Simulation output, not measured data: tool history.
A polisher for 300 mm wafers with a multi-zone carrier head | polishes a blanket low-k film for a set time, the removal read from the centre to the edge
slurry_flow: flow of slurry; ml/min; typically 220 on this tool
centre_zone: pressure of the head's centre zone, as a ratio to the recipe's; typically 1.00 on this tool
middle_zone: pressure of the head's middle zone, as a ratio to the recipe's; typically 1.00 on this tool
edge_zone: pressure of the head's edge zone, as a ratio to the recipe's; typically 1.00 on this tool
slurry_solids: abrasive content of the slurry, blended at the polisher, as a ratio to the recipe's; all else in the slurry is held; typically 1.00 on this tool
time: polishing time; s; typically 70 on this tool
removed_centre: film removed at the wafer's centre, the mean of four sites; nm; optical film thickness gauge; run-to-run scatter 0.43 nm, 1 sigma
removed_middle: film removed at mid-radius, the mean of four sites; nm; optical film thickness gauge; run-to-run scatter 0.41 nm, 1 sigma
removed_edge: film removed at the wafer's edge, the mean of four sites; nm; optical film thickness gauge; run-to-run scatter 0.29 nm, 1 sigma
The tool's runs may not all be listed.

| run | hour | slurry_flow | centre_zone | middle_zone | edge_zone | slurry_solids | time | incoming thickness of the incoming film, nm | removed_centre | removed_middle | removed_edge |
|---|---|---|---|---|---|---|---|---|---|---|---|
| 1 | 0.0 | 220 | 1.00 | 1.00 | 1.00 | 1.00 | 70 | 612.2 | 28.5 | 27.4 | 28.0 |
| 2 | 28.7 | 220 | 1.00 | 1.00 | 1.00 | 1.00 | 70 | 608.2 | 27.3 | 26.8 | 27.5 |
|  | 62.2 | worn pad replaced by a new one |
| 3 | 62.7 | 220 | 1.00 | 1.00 | 1.00 | 1.00 | 70 | 598.3 | 28.5 | 28.8 | 28.8 |
|  | 89.8 | carrier head's membrane replaced by a new one |
| 4 | 90.1 | 220 | 1.00 | 1.00 | 1.00 | 1.00 | 70 | 609.9 | 28.8 | 28.0 | 28.5 |
| 5 | 106.8 | 220 | 1.00 | 1.00 | 1.00 | 1.00 | 70 | 596.2 | 28.0 | 27.4 | 28.2 |
| 6 | 135.7 | 220 | 1.00 | 1.00 | 1.00 | 1.00 | 70 | 607.2 | 26.8 | 27.2 | 27.8 |
| 7 | 166.4 | 220 | 1.00 | 1.00 | 1.00 | 1.00 | 70 | 618.9 | 26.7 | 25.9 | 27.1 |
|  | 197.2 | worn pad replaced by a new one |
| 8 | 197.7 | 220 | 1.00 | 1.00 | 1.00 | 1.00 | 70 | 623.1 | 27.6 | 27.5 | 28.3 |
| 9 | 221.4 | 220 | 1.00 | 1.09 | 1.00 | 1.00 | 70 | 602.1 | 26.8 | 29.3 | 27.3 |
|  | 228.6 | slurry nozzle cleaned |
|  | 236.2 | edge zone pressure recalibrated |
| 10 | 254.5 | 220 | 1.00 | 1.00 | 1.00 | 1.00 | 70 | 613.5 | 28.7 | 28.3 | 28.7 |
| 11 | 275.4 | 220 | 1.00 | 1.00 | 1.00 | 1.00 | 70 | 613.9 | 27.8 | 27.8 | 28.1 |
| 12 | 299.2 | 250 | 1.00 | 0.97 | 1.00 | 1.00 | 89 | 616.2 | 34.7 | 35.1 | 35.6 |
| 13 | 326.1 | 160 | 1.06 | 1.00 | 0.91 | 1.00 | 70 | 602.8 | 26.8 | 25.7 | 25.1 |
|  | 332.7 | worn pad replaced by a new one |
|  | 346.5 | centre zone pressure recalibrated |
| 14 | 376.0 | 220 | 0.89 | 1.00 | 1.00 | 1.00 | 70 | 596.8 | 25.3 | 27.8 | 28.6 |
| 15 | 395.9 | 160 | 1.00 | 1.00 | 1.00 | 1.25 | 70 | 607.1 | 27.9 | 27.6 | 29.0 |
| 16 | 412.0 | 220 | 1.00 | 1.00 | 1.00 | 1.00 | 70 | 606.3 | 27.9 | 27.5 | 28.6 |
| 17 | 434.7 | 220 | 1.08 | 1.00 | 1.00 | 1.00 | 70 | 605.6 | 29.3 | 27.4 | 27.9 |
| 18 | 466.8 | 220 | 1.00 | 1.00 | 1.00 | 1.00 | 47 | 602.7 | 17.9 | 17.9 | 18.3 |
|  | 481.6 | worn pad replaced by a new one |
| 19 | 501.4 | 220 | 1.04 | 1.00 | 1.00 | 1.00 | 70 | 608.4 | 29.8 | 28.2 | 28.4 |
| 20 | 517.1 | 220 | 1.00 | 0.93 | 1.06 | 1.00 | 70 | 613.7 | 28.0 | 26.6 | 29.4 |
| 21 | 539.8 | 220 | 0.88 | 1.00 | 1.00 | 0.85 | 70 | 613.1 | 23.1 | 26.2 | 27.0 |
| 22 | 558.1 | 220 | 1.00 | 1.00 | 1.00 | 1.00 | 70 | 616.3 | 27.1 | 26.8 | 27.9 |

Branching from run 22: 4 alternative next runs. What would each branch give?
| A | 558.5 | 250 | 1.00 | 1.00 | 1.00 | 1.00 | 70 | 607.8 | ? | ? | ? |
| B | 558.5 | 290 | 0.90 | 1.00 | 1.00 | 1.10 | 70 | 607.8 | ? | ? | ? |
| C | 558.5 | 250 | 1.00 | 1.00 | 1.00 | 1.00 | 89 | 607.8 | ? | ? | ? |
| D | 558.5 | 150 | 1.00 | 1.00 | 0.96 | 0.90 | 70 | 607.8 | ? | ? | ? |

| run | removed_centre | removed_middle | removed_edge |
|---|---|---|---|
| A | 28.0 | 27.6 | 28.0 |
| B | 26.3 | 28.8 | 29.1 |
| C | 35.6 | 35.1 | 35.6 |
| D | 24.3 | 24.3 | 24.9 |
With the hidden condition removed and each run's random variation left untouched, the same runs would have given:
| run | removed_centre | removed_middle | removed_edge |
|---|---|---|---|
| A | 30.1 | 29.6 | 29.9 |
| B | 28.2 | 30.8 | 30.9 |
| C | 38.3 | 37.6 | 38.0 |
| D | 26.6 | 26.5 | 26.8 |
